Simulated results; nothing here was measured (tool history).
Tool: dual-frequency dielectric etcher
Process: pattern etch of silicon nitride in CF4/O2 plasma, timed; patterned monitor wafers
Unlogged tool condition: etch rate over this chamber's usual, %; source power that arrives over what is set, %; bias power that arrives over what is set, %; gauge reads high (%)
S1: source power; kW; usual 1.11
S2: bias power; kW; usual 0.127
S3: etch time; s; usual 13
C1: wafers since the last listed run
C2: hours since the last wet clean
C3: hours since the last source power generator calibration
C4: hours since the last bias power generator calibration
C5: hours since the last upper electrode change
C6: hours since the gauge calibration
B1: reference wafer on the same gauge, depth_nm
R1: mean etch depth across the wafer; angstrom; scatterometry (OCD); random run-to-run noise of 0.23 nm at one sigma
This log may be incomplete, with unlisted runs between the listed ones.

run	hour	S1	S2	S3	C1	C2	C3	C4	C5	C6	B1	R1
1	0	1.11	0.11	13	0	132.3	1755.6	2386.9	4410.6	429.4	54.15	436.5
2	29.5	1.11	0.11	13	382	161.8	1785.1	2416.4	4440.1	458.9	54.17	439.5
3	45.2	1.11	0.127	13	203	177.5	1800.8	2432.1	4455.8	474.6	54.01	464.6
4	60.2	1.11	0.127	13	194	192.5	1815.8	2447.1	4470.8	489.6	54.2	474.3
5	75.7	1.11	0.127	13	201	208	1831.3	2462.6	4486.3	505.1	54.09	469
6	93.4	1.11	0.127	13	229	225.7	1849	2480.3	4504	522.8	54.18	473.5
7	125.3	1.11	0.127	13	413	257.6	1880.9	2512.2	4535.9	554.7	54.09	474.7
8	148.7	1.11	0.127	13	303	281	1904.3	2535.6	4559.3	578.1	54.06	478.3
9	162.8	1.11	0.127	13	182	295.1	1918.4	2549.7	4573.4	592.2	53.99	477.1
10	179.2	1.11	0.127	13	212	311.5	1934.8	2566.1	4589.8	608.6	54.07	477.6
# hour 184.2: source power generator calibrated
11	205.8	1.11	0.127	13	293	338.1	21.6	2592.7	4616.4	635.2	54.2	479.1
12	232.3	1.11	0.127	13	343	364.6	48.1	2619.2	4642.9	661.7	54.09	482.9
# hour 238.3: gauge calibrated
13	246	1.11	0.127	13	177	378.3	61.8	2632.9	4656.6	7.7	54.15	475.9
# hour 262.8: bias power generator calibrated
14	274.9	1	0.143	10	323	407.2	90.7	12.1	4685.5	36.6	54	361.5
15	294.1	0.84	0.127	12	249	426.4	109.9	31.3	4704.7	55.8	53.97	365.1

Estimate the outcome of run 16 from the log above:
16	315.4	0.84	0.111	9.5	276	447.7	131.2	52.6	4726	77.1	?	?

{"run 16": {"B1": 54.08, "R1": 269.5}}
The same run, on a tool lacking any hidden state, would have yielded R1 257.2 angstrom.
